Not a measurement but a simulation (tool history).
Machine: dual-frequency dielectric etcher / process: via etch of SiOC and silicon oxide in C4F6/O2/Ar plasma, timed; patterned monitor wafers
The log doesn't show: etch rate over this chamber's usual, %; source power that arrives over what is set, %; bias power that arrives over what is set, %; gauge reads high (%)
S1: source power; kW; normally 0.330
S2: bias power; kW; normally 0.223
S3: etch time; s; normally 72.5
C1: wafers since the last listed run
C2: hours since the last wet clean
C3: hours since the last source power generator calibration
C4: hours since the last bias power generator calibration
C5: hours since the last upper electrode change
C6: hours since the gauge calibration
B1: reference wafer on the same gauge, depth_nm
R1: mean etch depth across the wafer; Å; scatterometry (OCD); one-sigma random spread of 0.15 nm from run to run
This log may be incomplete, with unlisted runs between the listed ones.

| run | hour | S1 | S2 | S3 | C1 | C2 | C3 | C4 | C5 | C6 | B1 | R1 |
|---|---|---|---|---|---|---|---|---|---|---|---|---|
| 1 | 0.0 | 0.330 | 0.223 | 72.5 | 0 | 101.7 | 4185.1 | 2468.9 | 3315.8 | 249.0 | 99.4 | 915 |
| 2 | 44.4 | 0.330 | 0.223 | 72.5 | 406 | 146.1 | 4229.5 | 2513.3 | 3360.2 | 293.4 | 99.4 | 914 |
| 3 | 137.6 | 0.330 | 0.223 | 72.5 | 853 | 239.3 | 4322.7 | 2606.5 | 3453.4 | 386.6 | 99.4 | 910 |
| 4 | 177.0 | 0.390 | 0.223 | 72.5 | 360 | 278.7 | 4362.1 | 2645.9 | 3492.8 | 426.0 | 99.4 | 972 |
| 5 | 281.6 | 0.390 | 0.223 | 72.5 | 958 | 383.3 | 4466.7 | 2750.5 | 3597.4 | 530.6 | 99.4 | 970 |
| 6 | 339.0 | 0.330 | 0.223 | 72.5 | 525 | 440.7 | 4524.1 | 2807.9 | 3654.8 | 588.0 | 99.4 | 903 |
|  | 368.1 | wet clean of the chamber |
| 7 | 423.8 | 0.350 | 0.223 | 72.5 | 556 | 55.7 | 4608.9 | 2892.7 | 3739.6 | 672.8 | 99.4 | 938 |
| 8 | 531.4 | 0.350 | 0.223 | 72.5 | 985 | 163.3 | 4716.5 | 3000.3 | 3847.2 | 780.4 | 99.4 | 935 |
| 9 | 572.0 | 0.330 | 0.252 | 78.5 | 371 | 203.9 | 4757.1 | 3040.9 | 3887.8 | 821.0 | 99.4 | 1023 |
| 10 | 647.5 | 0.330 | 0.252 | 78.5 | 691 | 279.4 | 4832.6 | 3116.4 | 3963.3 | 896.5 | 99.4 | 1018 |
|  | 655.6 | source power generator calibrated |
|  | 684.4 | upper electrode replaced |
| 11 | 755.3 | 0.300 | 0.223 | 72.5 | 731 | 387.2 | 99.7 | 3224.2 | 70.9 | 1004.3 | 99.4 | 867 |
| 12 | 831.8 | 0.300 | 0.223 | 72.5 | 700 | 463.7 | 176.2 | 3300.7 | 147.4 | 1080.8 | 99.4 | 865 |
| 13 | 872.7 | 0.270 | 0.244 | 72.5 | 374 | 504.6 | 217.1 | 3341.6 | 188.3 | 1121.7 | 99.4 | 846 |
|  | 881.4 | gauge calibrated |
|  | 936.1 | bias power generator calibrated |
|  | 952.9 | wet clean of the chamber |
| 14 | 966.2 | 0.330 | 0.223 | 72.5 | 666 | 13.3 | 310.6 | 30.1 | 281.8 | 84.8 | 99.4 | 930 |
| 15 | 1037.9 | 0.330 | 0.223 | 54.0 | 656 | 85.0 | 382.3 | 101.8 | 353.5 | 156.5 | 99.4 | 691 |
| 16 | 1101.4 | 0.330 | 0.223 | 72.5 | 581 | 148.5 | 445.8 | 165.3 | 417.0 | 220.0 | 99.4 | 925 |
| 17 | 1169.2 | 0.380 | 0.188 | 80.5 | 621 | 216.3 | 513.6 | 233.1 | 484.8 | 287.8 | 99.4 | 1039 |
| 18 | 1231.6 | 0.330 | 0.188 | 88.0 | 571 | 278.7 | 576.0 | 295.5 | 547.2 | 350.2 | 99.4 | 1067 |
| 19 | 1329.2 | 0.330 | 0.171 | 81.0 | 894 | 376.3 | 673.6 | 393.1 | 644.8 | 447.8 | 99.4 | 956 |
| 20 | 1423.7 | 0.330 | 0.223 | 72.5 | 865 | 470.8 | 768.1 | 487.6 | 739.3 | 542.3 | 99.3 | 914 |
| 21 | 1462.7 | 0.330 | 0.223 | 51.0 | 357 | 509.8 | 807.1 | 526.6 | 778.3 | 581.3 | 99.4 | 644 |
| 22 | 1529.1 | 0.290 | 0.207 | 63.0 | 608 | 576.2 | 873.5 | 593.0 | 844.7 | 647.7 | 99.4 | 735 |
|  | 1573.8 | wet clean of the chamber |
| 23 | 1574.3 | 0.300 | 0.239 | 57.0 | 194 | 0.5 | 918.7 | 638.2 | 889.9 | 692.9 | 99.4 | 712 |
| 24 | 1649.5 | 0.330 | 0.223 | 83.5 | 688 | 75.7 | 993.9 | 713.4 | 965.1 | 768.1 | 99.4 | 1063 |
| 25 | 1721.8 | 0.370 | 0.172 | 52.0 | 662 | 148.0 | 1066.2 | 785.7 | 1037.4 | 840.4 | 99.3 | 645 |

For each run, the measured value with the value that run would have given without the tool's hidden condition subtracted. The run-to-run variation is shared by both, the gauge scatter possibly not:
| run | R1 |
|---|---|
| 1 | -13 |
| 2 | -14 |
| 3 | -18 |
| 4 | -20 |
| 5 | -24 |
| 6 | -24 |
| 7 | -13 |
| 8 | -17 |
| 9 | -20 |
| 10 | -23 |
| 11 | -23 |
| 12 | -25 |
| 13 | -27 |
| 14 | +3 |
| 15 | +0 |
| 16 | -2 |
| 17 | -5 |
| 18 | -7 |
| 19 | -11 |
| 20 | -14 |
| 21 | -10 |
| 22 | -14 |
| 23 | -1 |
| 24 | -5 |
| 25 | -5 |
